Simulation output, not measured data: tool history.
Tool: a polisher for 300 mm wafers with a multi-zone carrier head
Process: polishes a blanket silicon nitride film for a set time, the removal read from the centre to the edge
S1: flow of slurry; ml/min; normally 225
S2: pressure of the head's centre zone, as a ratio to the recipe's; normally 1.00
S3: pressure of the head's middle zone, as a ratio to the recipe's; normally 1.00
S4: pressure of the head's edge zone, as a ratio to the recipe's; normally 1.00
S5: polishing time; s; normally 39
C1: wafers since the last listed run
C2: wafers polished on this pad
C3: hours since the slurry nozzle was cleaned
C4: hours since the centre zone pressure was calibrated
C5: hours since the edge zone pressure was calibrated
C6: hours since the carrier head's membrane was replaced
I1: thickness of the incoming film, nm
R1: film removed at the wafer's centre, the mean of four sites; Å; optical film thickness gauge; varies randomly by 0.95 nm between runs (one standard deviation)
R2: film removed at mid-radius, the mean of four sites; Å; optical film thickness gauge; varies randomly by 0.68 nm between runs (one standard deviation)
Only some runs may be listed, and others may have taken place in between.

| run | hour | S1 | S2 | S3 | S4 | S5 | C1 | C2 | C3 | C4 | C5 | C6 | I1 | R1 | R2 |
|---|---|---|---|---|---|---|---|---|---|---|---|---|---|---|---|
| 1 | 0.0 | 225 | 1.00 | 1.00 | 1.03 | 39 | 0 | 4572 | 89.7 | 442.0 | 148.4 | 486.2 | 668.6 | 847 | 860 |
|  | 16.4 | worn pad replaced by a new one |
| 2 | 55.8 | 225 | 1.00 | 1.00 | 1.00 | 39 | 746 | 567 | 145.5 | 497.8 | 204.2 | 542.0 | 678.3 | 920 | 928 |
| 3 | 99.0 | 225 | 1.00 | 1.00 | 1.00 | 39 | 622 | 1189 | 188.7 | 541.0 | 247.4 | 585.2 | 680.8 | 906 | 905 |
| 4 | 142.1 | 225 | 1.00 | 0.97 | 1.00 | 39 | 620 | 1810 | 231.8 | 584.1 | 290.5 | 628.3 | 679.8 | 903 | 885 |
|  | 281.2 | slurry nozzle cleaned |
| 5 | 321.2 | 225 | 1.00 | 0.97 | 1.00 | 39 | 2565 | 4375 | 40.0 | 763.2 | 469.6 | 807.4 | 677.9 | 863 | 853 |
|  | 355.4 | worn pad replaced by a new one |
| 6 | 372.8 | 260 | 1.00 | 1.00 | 1.00 | 39 | 685 | 250 | 91.6 | 814.8 | 521.2 | 859.0 | 665.2 | 942 | 926 |
|  | 466.1 | edge zone pressure recalibrated |
| 7 | 478.9 | 260 | 1.00 | 1.00 | 1.00 | 39 | 1499 | 1749 | 197.7 | 920.9 | 12.8 | 965.1 | 682.0 | 909 | 933 |
|  | 502.9 | carrier head's membrane replaced by a new one |
| 8 | 568.6 | 260 | 1.00 | 1.00 | 1.00 | 39 | 1220 | 2970 | 287.4 | 1010.6 | 102.5 | 65.7 | 687.1 | 894 | 904 |
| 9 | 608.6 | 225 | 1.00 | 1.00 | 1.00 | 39 | 576 | 3546 | 327.4 | 1050.6 | 142.5 | 105.7 | 676.6 | 865 | 882 |
| 10 | 691.3 | 225 | 1.00 | 1.00 | 1.00 | 39 | 1191 | 4737 | 410.1 | 1133.3 | 225.2 | 188.4 | 678.0 | 849 | 863 |
|  | 703.6 | slurry nozzle cleaned |
|  | 713.3 | worn pad replaced by a new one |
| 11 | 779.1 | 225 | 1.00 | 1.11 | 0.89 | 39 | 1192 | 947 | 75.5 | 1221.1 | 313.0 | 276.2 | 680.9 | 893 | 988 |
| 12 | 822.2 | 270 | 0.97 | 0.95 | 1.06 | 39 | 620 | 1568 | 118.6 | 1264.2 | 356.1 | 319.3 | 685.8 | 902 | 892 |
|  | 835.9 | centre zone pressure recalibrated |
| 13 | 892.1 | 225 | 1.00 | 1.00 | 1.03 | 39 | 978 | 2546 | 188.5 | 56.2 | 426.0 | 389.2 | 669.0 | 897 | 885 |
| 14 | 965.4 | 295 | 1.00 | 1.00 | 0.96 | 39 | 1055 | 3602 | 261.8 | 129.5 | 499.3 | 462.5 | 678.3 | 901 | 895 |
|  | 1003.1 | edge zone pressure recalibrated |
|  | 1033.8 | worn pad replaced by a new one, of another model than before |
| 15 | 1056.5 | 245 | 0.94 | 1.08 | 1.11 | 39 | 1225 | 327 | 352.9 | 220.6 | 53.4 | 553.6 | 675.6 | 896 | 982 |
| 16 | 1129.8 | 225 | 1.09 | 1.00 | 1.00 | 39 | 1055 | 1383 | 426.2 | 293.9 | 126.7 | 626.9 | 670.3 | 953 | 910 |
|  | 1161.0 | slurry nozzle cleaned |
| 17 | 1195.9 | 260 | 1.00 | 1.00 | 1.00 | 39 | 937 | 2321 | 34.9 | 360.0 | 192.8 | 693.0 | 668.6 | 913 | 917 |
| 18 | 1287.9 | 225 | 1.00 | 1.00 | 1.00 | 39 | 1325 | 3646 | 126.9 | 452.0 | 284.8 | 785.0 | 681.4 | 878 | 879 |
| 19 | 1373.8 | 225 | 1.00 | 1.00 | 1.00 | 39 | 1237 | 4883 | 212.8 | 537.9 | 370.7 | 870.9 | 685.3 | 862 | 872 |
|  | 1396.4 | worn pad replaced by a new one |
|  | 1411.3 | carrier head's membrane replaced by a new one |
| 20 | 1430.2 | 290 | 1.03 | 1.00 | 1.00 | 39 | 682 | 415 | 269.2 | 594.3 | 427.1 | 18.9 | 679.5 | 983 | 954 |
| 21 | 1520.2 | 225 | 0.92 | 1.00 | 1.00 | 39 | 1296 | 1711 | 359.2 | 684.3 | 517.1 | 108.9 | 686.7 | 851 | 909 |

Take each entry between the runs: how does the hidden state at the last listed run before it differ from the hidden state at the first listed run after it?
Between runs 1 and 2: worn pad replaced by a new one (hour 16.4)
  removal rate lost through wear of the pad, %: 7.81 -> 1.03
  what was measured, less what the result would be without the hidden state, R1: -72 -> -10 Å; R2: -73 -> -9 Å
Between runs 4 and 5: slurry nozzle cleaned (hour 281.2)
  removal rate lost through wear of the pad, %: 3.1 -> 7.4
  what was measured, less what the result would be without the hidden state, R1: -29 -> -69 Å; R2: -28 -> -68 Å
Between runs 5 and 6: worn pad replaced by a new one (hour 355.4)
  removal rate lost through wear of the pad, %: 7.4 -> 0.579
  what was measured, less what the result would be without the hidden state, R1: -69 -> -5 Å; R2: -68 -> -6 Å
Between runs 6 and 7: edge zone pressure recalibrated (hour 466.1)
  removal rate lost through wear of the pad, %: 0.579 -> 3.12
  what was measured, less what the result would be without the hidden state, R1: -5 -> -30 Å; R2: -6 -> -30 Å
Between runs 7 and 8: carrier head's membrane replaced by a new one (hour 502.9)
  removal rate lost through wear of the pad, %: 3.12 -> 5.28
  what was measured, less what the result would be without the hidden state, R1: -30 -> -50 Å; R2: -30 -> -50 Å
Between runs 10 and 11: slurry nozzle cleaned (hour 703.6); worn pad replaced by a new one (hour 713.3)
  removal rate lost through wear of the pad, %: 8.22 -> 2.24
  what was measured, less what the result would be without the hidden state, R1: -76 -> -21 Å; R2: -77 -> -22 Å
Between runs 12 and 13: centre zone pressure recalibrated (hour 835.9)
  removal rate lost through wear of the pad, %: 3.28 -> 4.95
  what was measured, less what the result would be without the hidden state, R1: -30 -> -47 Å; R2: -31 -> -46 Å
Between runs 14 and 15: edge zone pressure recalibrated (hour 1003.1); worn pad replaced by a new one, of another model than before (hour 1033.8)
  removal rate lost through wear of the pad, %: 6.71 -> 0.835
  what was measured, less what the result would be without the hidden state, R1: -65 -> -7 Å; R2: -64 -> -8 Å
Between runs 16 and 17: slurry nozzle cleaned (hour 1161.0)
  removal rate lost through wear of the pad, %: 2.59 -> 4.18
  what was measured, less what the result would be without the hidden state, R1: -26 -> -40 Å; R2: -24 -> -40 Å
Between runs 19 and 20: worn pad replaced by a new one (hour 1396.4); carrier head's membrane replaced by a new one (hour 1411.3)
  removal rate lost through wear of the pad, %: 8.45 -> 1.2
  what was measured, less what the result would be without the hidden state, R1: -80 -> -12 Å; R2: -80 -> -12 Å
